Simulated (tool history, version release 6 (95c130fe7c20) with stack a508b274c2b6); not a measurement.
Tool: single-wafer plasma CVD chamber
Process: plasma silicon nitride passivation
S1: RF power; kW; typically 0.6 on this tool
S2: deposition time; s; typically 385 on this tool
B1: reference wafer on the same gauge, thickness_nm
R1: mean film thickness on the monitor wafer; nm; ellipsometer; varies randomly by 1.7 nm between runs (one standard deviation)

run	hour	S1	S2	B1	R1
1	0	0.6	385	578.123	608.623
2	17.1	0.6	385	577.889	610.566
3	31.9	0.6	385	577.72	612.481
4	66.1	0.6	385	577.678	611.119
5	92.6	0.6	385	577.836	609.383
6	127.3	0.6	385	578.093	608.006
7	143.1	0.6	446	577.97	705.819
8	155.8	0.6	446	577.915	707.31
9	176.1	0.65	385	577.853	620.046
10	196.5	0.65	385	577.873	620.156
11	212.1	0.65	385	578.068	620.997
# hour 220.7: gauge calibrated
12	240.3	0.6	385	577.982	610.173
13	255.8	0.6	385	578.097	607.024
14	274.8	0.71	412	578.113	682.563
15	307.3	0.53	318	578.142	483.554
16	329.8	0.6	385	577.929	601.766
17	362.7	0.545	450	578.141	689.208
18	376.1	0.54	361	577.71	551.193
19	401.9	0.6	385	578.217	604.036
20	435.1	0.51	348	577.785	520.679
# hour 448.4: RF generator calibrated
21	466.3	0.51	348	577.986	533.908
# hour 495.2: showerhead replaced
22	505.3	0.705	385	577.921	646.241
23	537.4	0.52	415	577.753	641.995
24	559.1	0.72	451	577.961	759.18
25	594.9	0.48	429	578.418	646.95
26	623.3	0.545	385	577.691	600.466
27	636.8	0.6	333	578.053	532.527

What if the next run were any one of these 5? Each begins from the tool's condition after run 27:
A	637.3	0.54	385	?	?
B	637.3	0.56	353	?	?
C	637.3	0.555	343	?	?
D	637.3	0.64	333	?	?
E	637.3	0.665	418	?	?

run	B1	R1
A	578.214	595.857
B	578.214	551.982
C	578.214	534.985
D	578.214	540.852
E	578.214	686.375
Without the tool's unlogged condition, the same runs would have read:
run	R1
A	599.31
B	555.18
C	538.085
D	543.986
E	690.352
